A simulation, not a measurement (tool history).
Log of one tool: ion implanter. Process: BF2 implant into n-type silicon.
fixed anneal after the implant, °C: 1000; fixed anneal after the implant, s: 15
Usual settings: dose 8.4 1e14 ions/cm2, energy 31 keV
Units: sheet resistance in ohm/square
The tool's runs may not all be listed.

| run | day | dose | energy | wafers since the last listed run | hours since the last dose calibration | hours since the extraction supply was calibrated | hours since the gauge calibration | read-back reference wafer on the same gauge, sheet resistance | sheet resistance |
|---|---|---|---|---|---|---|---|---|---|
| 1 | 0 | 8.4 | 31 | 0 | 1283.7 | 1823.1 | 2136.8 | 189.98 | 166.22 |
| 2 | 2.942 | 8.4 | 31 | 1951 | 1354.3 | 1893.7 | 2207.4 | 189.94 | 166.17 |
| 3 | 4.979 | 8.4 | 37 | 1351 | 1403.2 | 1942.6 | 2256.3 | 189.9 | 156.19 |
| 4 | 8.175 | 8.4 | 34.5 | 2120 | 1479.9 | 2019.3 | 2333 | 190.05 | 159.6 |
| 5 | 11 | 8.4 | 39.5 | 1874 | 1547.7 | 2087.1 | 2400.8 | 189.97 | 151.41 |
| 6 | 14.842 | 8.4 | 31 | 2548 | 1639.9 | 2179.3 | 2493 | 190.06 | 166.23 |
| 7 | 16.533 | 8.4 | 31 | 1122 | 1680.5 | 2219.9 | 2533.6 | 189.95 | 165.95 |
| 8 | 19.246 | 8.4 | 31 | 1799 | 1745.6 | 2285 | 2598.7 | 189.95 | 166.15 |
|  | 21.738 | Faraday cup replaced and dose calibrated |
| 9 | 28.267 | 8.4 | 31 | 5763 | 156.7 | 2501.5 | 2815.2 | 189.96 | 170.11 |
| 10 | 31.746 | 8.4 | 31 | 2308 | 240.2 | 2585 | 2898.7 | 189.85 | 170.32 |
| 11 | 35.85 | 8.4 | 31 | 2722 | 338.7 | 2683.5 | 2997.2 | 190.05 | 168.41 |
|  | 36.142 | gauge calibrated |
| 12 | 39.767 | 8.4 | 31 | 2598 | 432.7 | 2777.5 | 87 | 189.98 | 169.41 |
| 13 | 42.612 | 8.4 | 23 | 1888 | 501 | 2845.8 | 155.3 | 189.89 | 190.61 |
|  | 45.275 | extraction supply calibrated |
| 14 | 46.679 | 8.4 | 23 | 2476 | 598.6 | 33.7 | 252.9 | 190.05 | 190.64 |
| 15 | 48.308 | 8.4 | 23 | 1080 | 637.7 | 72.8 | 292 | 190.05 | 189.55 |
| 16 | 50.992 | 7.56 | 34 | 1780 | 702.1 | 137.2 | 356.4 | 190.25 | 171.44 |
| 17 | 54.079 | 7 | 31 | 2048 | 776.2 | 211.3 | 430.5 | 190.12 | 183.88 |
| 18 | 58.075 | 10.35 | 22 | 2651 | 872.1 | 307.2 | 526.4 | 190.06 | 181.64 |
| 19 | 61.292 | 8.4 | 28 | 2134 | 949.3 | 384.4 | 603.6 | 190 | 174.13 |
| 20 | 63.046 | 10.49 | 25 | 1163 | 991.4 | 426.5 | 645.7 | 189.93 | 169.79 |
| 21 | 65.154 | 10.49 | 25 | 1398 | 1042 | 477.1 | 696.3 | 190.06 | 169.64 |
| 22 | 66.896 | 8.4 | 31 | 1155 | 1083.8 | 518.9 | 738.1 | 190.04 | 167.61 |
| 23 | 69.525 | 8.4 | 31 | 1744 | 1146.9 | 582 | 801.2 | 190.01 | 167.61 |
| 24 | 72.042 | 6.23 | 40 | 1669 | 1207.3 | 642.4 | 861.6 | 189.84 | 185.03 |
| 25 | 74.25 | 9.84 | 35 | 1465 | 1260.3 | 695.4 | 914.6 | 190.12 | 149.5 |
| 26 | 78.567 | 8.4 | 31 | 2863 | 1363.9 | 799 | 1018.2 | 190.17 | 167.12 |
| 27 | 86.462 | 7 | 22.5 | 5238 | 1553.4 | 988.5 | 1207.7 | 189.92 | 204.07 |
| 28 | 90.846 | 9.71 | 39 | 2908 | 1658.6 | 1093.7 | 1312.9 | 190.09 | 143.36 |
| 29 | 92.738 | 8.4 | 26.5 | 1255 | 1704 | 1139.1 | 1358.3 | 189.89 | 177.36 |
|  | 94.996 | Faraday cup replaced and dose calibrated |
| 30 | 95.017 | 8.4 | 23 | 1290 | 0.5 | 1193.8 | 1413 | 190.18 | 191.29 |
| 31 | 97.975 | 8.4 | 31 | 1962 | 71.5 | 1264.8 | 1484 | 189.97 | 170.86 |
| 32 | 101.475 | 10.22 | 24.5 | 2322 | 155.5 | 1348.8 | 1568 | 189.97 | 174.45 |
| 33 | 104.579 | 8.4 | 41 | 2059 | 230 | 1423.3 | 1642.5 | 189.9 | 153.88 |
| 34 | 106.867 | 9.72 | 31 | 1517 | 284.9 | 1478.2 | 1697.4 | 190.09 | 158.97 |
| 35 | 111.358 | 8.4 | 31 | 2979 | 392.7 | 1586 | 1805.2 | 189.79 | 167.97 |
| 36 | 113.917 | 8.4 | 24.5 | 1697 | 454.1 | 1647.4 | 1866.6 | 189.99 | 184.83 |

Hidden state or all else? Some run-to-run changes of sheet resistance, split into what the settings, what came in and random variation would give without the hidden state, and what is left for the hidden state (with any gauge scatter that isn't in both results):
The hidden state here: deviation of the true dose from the Faraday cup's reading, %; deviation of the true energy from its setpoint, %; gauge reads high (%).
Run 8 -> 9: Faraday cup replaced and dose calibrated. sheet resistance +3.96 ohm/square: hidden state +3.58, all else +0.38.
Run 24 -> 25: dose 6.23 -> 9.84, energy 40 -> 35. sheet resistance -35.53 ohm/square: hidden state +2.64, all else -38.17.
Run 26 -> 27: dose 8.4 -> 7, energy 31 -> 22.5. sheet resistance +36.95 ohm/square: hidden state -0.71, all else +37.66.
Run 27 -> 28: dose 7 -> 9.71, energy 22.5 -> 39. sheet resistance -60.71 ohm/square: hidden state +0.95, all else -61.66.
Run 29 -> 30: energy 26.5 -> 23, Faraday cup replaced and dose calibrated. sheet resistance +13.93 ohm/square: hidden state +3.21, all else +10.72.
